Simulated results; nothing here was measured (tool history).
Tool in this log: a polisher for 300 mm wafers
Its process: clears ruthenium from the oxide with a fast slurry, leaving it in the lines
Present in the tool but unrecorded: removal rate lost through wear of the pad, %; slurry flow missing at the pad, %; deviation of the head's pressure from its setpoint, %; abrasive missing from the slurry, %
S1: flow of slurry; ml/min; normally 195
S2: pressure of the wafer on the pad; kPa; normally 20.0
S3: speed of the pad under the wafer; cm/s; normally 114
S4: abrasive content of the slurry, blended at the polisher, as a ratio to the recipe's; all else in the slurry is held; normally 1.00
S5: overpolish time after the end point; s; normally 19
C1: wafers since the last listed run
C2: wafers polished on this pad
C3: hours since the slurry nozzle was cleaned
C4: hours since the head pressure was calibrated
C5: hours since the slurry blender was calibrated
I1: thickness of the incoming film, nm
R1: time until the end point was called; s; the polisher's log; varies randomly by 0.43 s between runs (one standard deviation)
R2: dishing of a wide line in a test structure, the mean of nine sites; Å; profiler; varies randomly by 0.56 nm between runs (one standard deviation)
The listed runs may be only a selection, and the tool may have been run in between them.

run,hour,S1,S2,S3,S4,S5,C1,C2,C3,C4,C5,I1,R1,R2
1,0.0,195,20.0,114,1.00,19,0,1919,521.6,544.0,214.5,251.1,49.3,255
2,98.9,210,20.0,114,1.00,19,712,2632,620.5,642.9,313.4,249.3,49.5,268
# hour 227.1: slurry nozzle cleaned
3,227.6,195,24.8,114,1.00,19,919,3551,0.5,771.6,442.1,248.6,39.8,280
4,278.9,195,20.0,114,1.00,19,369,3921,51.8,822.9,493.4,250.8,47.5,267
5,361.4,195,20.0,78,1.15,19,594,4515,134.3,905.4,575.9,250.7,61.1,248
6,426.7,195,20.0,114,1.00,19,470,4985,199.6,970.7,641.2,249.9,47.2,251
7,488.2,155,20.0,114,1.00,19,442,5428,261.1,1032.2,702.7,248.4,48.5,263
# hour 503.0: slurry blender recalibrated
8,542.1,195,24.1,114,1.00,19,373,5802,315.0,1086.1,39.1,249.5,41.3,264
# hour 554.5: worn pad replaced by a new one
9,586.7,195,20.0,114,1.00,19,292,232,359.6,1130.7,83.7,247.3,47.5,266
10,663.2,230,20.0,114,1.00,10,550,783,436.1,1207.2,160.2,251.2,47.2,221
11,760.7,195,22.1,114,1.00,19,702,1485,533.6,1304.7,257.7,249.3,44.9,260
12,812.4,145,23.4,142,1.00,19,372,1857,585.3,1356.4,309.4,247.5,38.4,271
13,878.2,195,15.9,114,0.75,16,473,2331,651.1,1422.2,375.2,245.4,65.8,231
14,973.0,145,24.8,114,1.00,10,682,3014,745.9,1517.0,470.0,250.3,49.5,215
# hour 1029.2: slurry nozzle cleaned
15,1036.2,195,20.0,114,1.10,11,447,3462,7.0,1580.2,533.2,250.4,47.5,231
# hour 1044.4: head pressure recalibrated
# hour 1144.8: slurry blender recalibrated
# hour 1248.7: worn pad replaced by a new one
16,1265.2,195,20.0,114,1.00,19,1591,119,236.0,220.8,120.4,247.3,48.4,267
17,1320.1,245,20.0,114,1.00,19,395,514,290.9,275.7,175.3,252.1,46.7,259
18,1421.9,195,24.8,114,0.80,11,733,1247,392.7,377.5,277.1,249.9,43.8,243
19,1472.8,230,20.0,114,0.80,29,366,1614,443.6,428.4,328.0,252.0,52.0,270
20,1551.6,195,20.0,100,0.90,27,567,2181,522.4,507.2,406.8,247.5,56.8,258
21,1633.2,195,20.0,114,1.10,11,587,2769,604.0,588.8,488.4,249.6,49.5,226
22,1694.2,195,20.0,114,0.90,19,439,3208,665.0,649.8,549.4,252.6,55.0,259
# hour 1741.3: slurry nozzle cleaned
# hour 1770.6: slurry blender recalibrated
23,1771.1,195,20.0,114,1.00,19,532,3740,29.8,726.7,0.5,250.9,47.7,253
24,1848.4,195,24.8,150,1.00,19,556,4297,107.1,804.0,77.8,247.5,31.4,276
25,1937.8,195,20.0,114,1.00,19,643,4941,196.5,893.4,167.2,253.8,47.9,266
26,2037.3,195,20.0,114,1.00,19,716,5657,296.0,992.9,266.7,248.5,47.2,253
# hour 2082.6: worn pad replaced by a new one
27,2119.6,195,20.0,114,1.00,19,563,266,378.3,1075.2,349.0,250.4,48.6,256

The tool's hidden state at each run:
removal rate lost through wear of the pad, %: 0 in every run
deviation of the head's pressure from its setpoint, %: 0 in every run
abrasive missing from the slurry, %: 0 in every run
H1: slurry flow missing at the pad, %
run,H1
1,20.9
2,29.4
3,2.77
4,2.97
5,4.13
6,5.77
7,7.91
8,10.3
9,12.5
10,17.1
11,24.3
12,28.6
13,34.8
14,44.7
15,8.29
16,12.5
17,14.7
18,19.9
19,23.1
20,28.9
21,35.8
22,41.7
23,4.23
24,5.02
25,7.07
26,10.8
27,15

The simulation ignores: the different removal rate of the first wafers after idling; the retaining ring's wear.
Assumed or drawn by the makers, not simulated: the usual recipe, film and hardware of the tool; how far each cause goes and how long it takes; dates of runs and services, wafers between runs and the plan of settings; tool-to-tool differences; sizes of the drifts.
